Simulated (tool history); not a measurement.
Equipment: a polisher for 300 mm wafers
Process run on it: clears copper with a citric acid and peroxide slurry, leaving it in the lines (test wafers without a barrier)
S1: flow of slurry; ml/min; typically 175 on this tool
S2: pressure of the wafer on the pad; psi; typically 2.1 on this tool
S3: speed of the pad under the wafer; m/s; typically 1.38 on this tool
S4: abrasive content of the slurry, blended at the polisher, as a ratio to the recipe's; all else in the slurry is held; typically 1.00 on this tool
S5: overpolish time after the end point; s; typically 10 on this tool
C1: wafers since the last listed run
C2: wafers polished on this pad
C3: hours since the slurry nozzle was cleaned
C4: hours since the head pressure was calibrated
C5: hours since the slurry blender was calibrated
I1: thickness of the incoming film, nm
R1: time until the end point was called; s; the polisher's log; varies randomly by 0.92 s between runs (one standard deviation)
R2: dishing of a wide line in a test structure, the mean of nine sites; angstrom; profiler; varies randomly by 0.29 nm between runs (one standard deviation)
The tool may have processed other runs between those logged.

run 1 hour=0.0 | S1=175 S2=2.1 S3=1.38 S4=1.00 S5=10 | C1=0 C2=130 C3=209.6 C4=271.6 C5=18.4 | I1=230.1 | R1=97.6 R2=154
run 2 hour=28.0 | S1=175 S2=2.1 S3=1.38 S4=1.00 S5=10 | C1=242 C2=373 C3=237.6 C4=299.6 C5=46.4 | I1=227.1 | R1=97.5 R2=153
run 3 hour=74.8 | S1=175 S2=2.1 S3=1.38 S4=1.00 S5=10 | C1=405 C2=778 C3=284.4 C4=346.4 C5=93.2 | I1=226.5 | R1=99.9 R2=152
-- hour=102.5 head pressure recalibrated
run 4 hour=103.0 | S1=175 S2=2.1 S3=1.38 S4=1.00 S5=10 | C1=227 C2=1005 C3=312.6 C4=0.5 C5=121.4 | I1=223.3 | R1=89.4 R2=158
run 5 hour=127.6 | S1=175 S2=2.1 S3=1.38 S4=1.00 S5=10 | C1=213 C2=1218 C3=337.2 C4=25.1 C5=146.0 | I1=222.9 | R1=89.3 R2=166
run 6 hour=155.4 | S1=175 S2=2.1 S3=1.38 S4=1.00 S5=10 | C1=240 C2=1459 C3=365.0 C4=52.9 C5=173.8 | I1=226.4 | R1=91.0 R2=164
run 7 hour=174.8 | S1=175 S2=2.1 S3=1.38 S4=1.00 S5=10 | C1=168 C2=1627 C3=384.4 C4=72.3 C5=193.2 | I1=227.3 | R1=92.7 R2=159
run 8 hour=242.6 | S1=175 S2=1.9 S3=1.38 S4=1.00 S5=10 | C1=587 C2=2215 C3=452.2 C4=140.1 C5=261.0 | I1=225.0 | R1=96.5 R2=146
run 9 hour=254.9 | S1=175 S2=2.1 S3=1.38 S4=1.15 S5=6 | C1=106 C2=2321 C3=464.5 C4=152.4 C5=273.3 | I1=224.6 | R1=89.0 R2=103
-- hour=271.3 worn pad replaced by a new one
run 10 hour=288.9 | S1=225 S2=2.1 S3=1.38 S4=1.00 S5=10 | C1=259 C2=152 C3=498.5 C4=186.4 C5=307.3 | I1=229.7 | R1=90.7 R2=164
run 11 hour=319.8 | S1=175 S2=2.1 S3=1.38 S4=1.00 S5=10 | C1=267 C2=420 C3=529.4 C4=217.3 C5=338.2 | I1=228.7 | R1=94.8 R2=156
-- hour=333.5 slurry blender recalibrated
run 12 hour=337.5 | S1=175 S2=2.1 S3=1.38 S4=1.00 S5=10 | C1=136 C2=556 C3=547.1 C4=235.0 C5=4.0 | I1=225.0 | R1=92.1 R2=159
run 13 hour=362.0 | S1=175 S2=2.6 S3=1.38 S4=1.00 S5=10 | C1=212 C2=768 C3=571.6 C4=259.5 C5=28.5 | I1=225.1 | R1=78.8 R2=182
-- hour=384.4 slurry nozzle cleaned
run 14 hour=397.6 | S1=175 S2=1.5 S3=1.38 S4=0.85 S5=10 | C1=299 C2=1068 C3=13.2 C4=295.1 C5=64.1 | I1=221.9 | R1=121.2 R2=123
run 15 hour=409.7 | S1=175 S2=2.1 S3=1.38 S4=1.00 S5=10 | C1=104 C2=1173 C3=25.3 C4=307.2 C5=76.2 | I1=224.6 | R1=95.9 R2=155
run 16 hour=476.8 | S1=120 S2=2.1 S3=1.38 S4=1.00 S5=10 | C1=581 C2=1754 C3=92.4 C4=374.3 C5=143.3 | I1=225.1 | R1=101.8 R2=143
-- hour=493.5 head pressure recalibrated
run 17 hour=507.2 | S1=120 S2=2.1 S3=1.54 S4=1.00 S5=10 | C1=246 C2=2000 C3=122.8 C4=13.7 C5=173.7 | I1=221.7 | R1=84.2 R2=177
run 18 hour=533.6 | S1=175 S2=2.1 S3=1.38 S4=1.00 S5=10 | C1=228 C2=2229 C3=149.2 C4=40.1 C5=200.1 | I1=225.1 | R1=90.4 R2=163
-- hour=547.0 worn pad replaced by a new one
run 19 hour=550.6 | S1=175 S2=2.1 S3=1.18 S4=1.20 S5=14 | C1=112 C2=31 C3=166.2 C4=57.1 C5=217.1 | I1=221.2 | R1=101.8 R2=190
run 20 hour=581.3 | S1=175 S2=2.1 S3=1.38 S4=1.00 S5=10 | C1=265 C2=297 C3=196.9 C4=87.8 C5=247.8 | I1=224.6 | R1=90.2 R2=165
run 21 hour=608.1 | S1=175 S2=2.1 S3=1.08 S4=1.00 S5=10 | C1=232 C2=529 C3=223.7 C4=114.6 C5=274.6 | I1=222.4 | R1=115.4 R2=130
run 22 hour=643.5 | S1=200 S2=1.6 S3=1.38 S4=0.90 S5=13 | C1=306 C2=835 C3=259.1 C4=150.0 C5=310.0 | I1=226.2 | R1=113.2 R2=170
-- hour=647.2 slurry blender recalibrated
run 23 hour=674.3 | S1=230 S2=2.8 S3=1.20 S4=1.00 S5=4 | C1=249 C2=1085 C3=289.9 C4=180.8 C5=27.1 | I1=224.9 | R1=81.0 R2=75
run 24 hour=693.4 | S1=200 S2=2.1 S3=1.74 S4=1.00 S5=10 | C1=165 C2=1250 C3=309.0 C4=199.9 C5=46.2 | I1=221.3 | R1=71.5 R2=195
run 25 hour=717.7 | S1=175 S2=2.5 S3=1.80 S4=1.00 S5=10 | C1=210 C2=1461 C3=333.3 C4=224.2 C5=70.5 | I1=222.9 | R1=61.7 R2=230
run 26 hour=752.9 | S1=145 S2=2.1 S3=1.38 S4=1.00 S5=10 | C1=304 C2=1766 C3=368.5 C4=259.4 C5=105.7 | I1=224.4 | R1=94.9 R2=152
-- hour=779.8 worn pad replaced by a new one
run 27 hour=785.4 | S1=145 S2=2.1 S3=1.24 S4=1.00 S5=10 | C1=246 C2=48 C3=401.0 C4=291.9 C5=138.2 | I1=226.6 | R1=106.5 R2=142
run 28 hour=804.0 | S1=175 S2=2.4 S3=1.38 S4=1.00 S5=10 | C1=161 C2=209 C3=419.6 C4=310.5 C5=156.8 | I1=221.5 | R1=86.4 R2=169
run 29 hour=816.1 | S1=175 S2=2.1 S3=1.38 S4=1.00 S5=10 | C1=104 C2=314 C3=431.7 C4=322.6 C5=168.9 | I1=224.3 | R1=96.7 R2=153

The logged runs with the hidden state left out (each run's random variation unchanged):
What the log doesn't record here: removal rate lost through wear of the pad, %; slurry flow missing at the pad, %; deviation of the head's pressure from its setpoint, %; abrasive missing from the slurry, %.
run=1 R1=91.4 R2=164
run=2 R1=90.3 R2=164
run=3 R1=90.6 R2=166
run=4 R1=89.9 R2=157
run=5 R1=89.7 R2=165
run=6 R1=91.3 R2=163
run=7 R1=92.9 R2=159
run=8 R1=95.7 R2=147
run=9 R1=88.1 R2=104
run=10 R1=89.1 R2=167
run=11 R1=92.4 R2=160
run=12 R1=89.2 R2=163
run=13 R1=75.8 R2=189
run=14 R1=115.0 R2=129
run=15 R1=90.5 R2=163
run=16 R1=93.0 R2=156
run=17 R1=84.2 R2=177
run=18 R1=90.3 R2=163
run=19 R1=101.6 R2=190
run=20 R1=89.8 R2=166
run=21 R1=114.4 R2=131
run=22 R1=111.7 R2=172
run=23 R1=79.3 R2=76
run=24 R1=69.7 R2=200
run=25 R1=59.7 R2=237
run=26 R1=90.8 R2=159
run=27 R1=100.7 R2=150
run=28 R1=81.0 R2=179
run=29 R1=90.2 R2=163
